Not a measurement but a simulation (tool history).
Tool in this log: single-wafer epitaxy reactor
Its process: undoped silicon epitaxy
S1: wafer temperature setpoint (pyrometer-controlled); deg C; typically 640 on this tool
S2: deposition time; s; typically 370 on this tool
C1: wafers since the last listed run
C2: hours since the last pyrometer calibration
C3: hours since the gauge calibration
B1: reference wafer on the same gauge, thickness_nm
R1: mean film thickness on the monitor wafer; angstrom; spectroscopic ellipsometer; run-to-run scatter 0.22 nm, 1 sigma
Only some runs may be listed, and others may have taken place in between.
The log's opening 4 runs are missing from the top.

| run | day | S1 | S2 | C1 | C2 | C3 | B1 | R1 |
|---|---|---|---|---|---|---|---|---|
| 5 | 4.033 | 640 | 370 | 162 | 859 | 407.9 | 52.344 | 494.08 |
| 6 | 4.808 | 640 | 370 | 103 | 877.6 | 426.5 | 52.29 | 493.48 |
| 7 | 6.179 | 640 | 370 | 182 | 910.5 | 459.4 | 52.147 | 492.85 |
| 8 | 7.517 | 640 | 370 | 178 | 942.6 | 491.5 | 52.047 | 490.45 |
| 9 | 8.579 | 640 | 370 | 141 | 968.1 | 517 | 51.964 | 493.02 |
| 10 | 9.296 | 640 | 370 | 95 | 985.3 | 534.2 | 51.828 | 486.01 |
| 11 | 10.262 | 650 | 407 | 128 | 1008.5 | 557.4 | 51.857 | 650.06 |
| 12 | 11.417 | 650 | 407 | 153 | 1036.2 | 585.1 | 51.561 | 648.94 |
|  | 11.704 | gauge calibrated |
| 13 | 12.55 | 640 | 370 | 150 | 1063.4 | 20.3 | 52.594 | 496.33 |
| 14 | 13.129 | 640 | 370 | 77 | 1077.3 | 34.2 | 52.652 | 496.73 |
| 15 | 13.858 | 640 | 370 | 97 | 1094.8 | 51.7 | 52.709 | 496.17 |
|  | 15.212 | pyrometer calibrated |
| 16 | 15.233 | 651 | 370 | 138 | 0.5 | 84.7 | 52.835 | 614.2 |
| 17 | 16.333 | 640 | 370 | 146 | 26.9 | 111.1 | 52.64 | 499.06 |
| 18 | 17.721 | 626 | 433 | 184 | 60.2 | 144.4 | 52.636 | 440.92 |
| 19 | 18.383 | 645 | 370 | 88 | 76.1 | 160.3 | 52.606 | 548.12 |
| 20 | 19.421 | 645 | 370 | 138 | 101 | 185.2 | 52.516 | 549.54 |
| 21 | 20.671 | 630 | 340 | 166 | 131 | 215.2 | 52.508 | 376.93 |
| 22 | 21.408 | 640 | 370 | 98 | 148.7 | 232.9 | 52.441 | 495.38 |
| 23 | 22.638 | 628 | 440 | 163 | 178.2 | 262.4 | 52.372 | 462.47 |
| 24 | 23.171 | 640 | 397 | 71 | 191 | 275.2 | 52.448 | 529.76 |
| 25 | 24.396 | 632 | 297 | 163 | 220.4 | 304.6 | 52.245 | 338.76 |
| 26 | 25.796 | 646 | 346 | 186 | 254 | 338.2 | 52.12 | 522.77 |

Run 27 is up next; what results do you expect?
| 27 | 26.996 | 632 | 370 | 159 | 282.8 | 367 | ? | ? |

B1: 52.201
R1: 418.73 angstrom
With no hidden state in the tool, this same run would have given R1 423.91 angstrom.
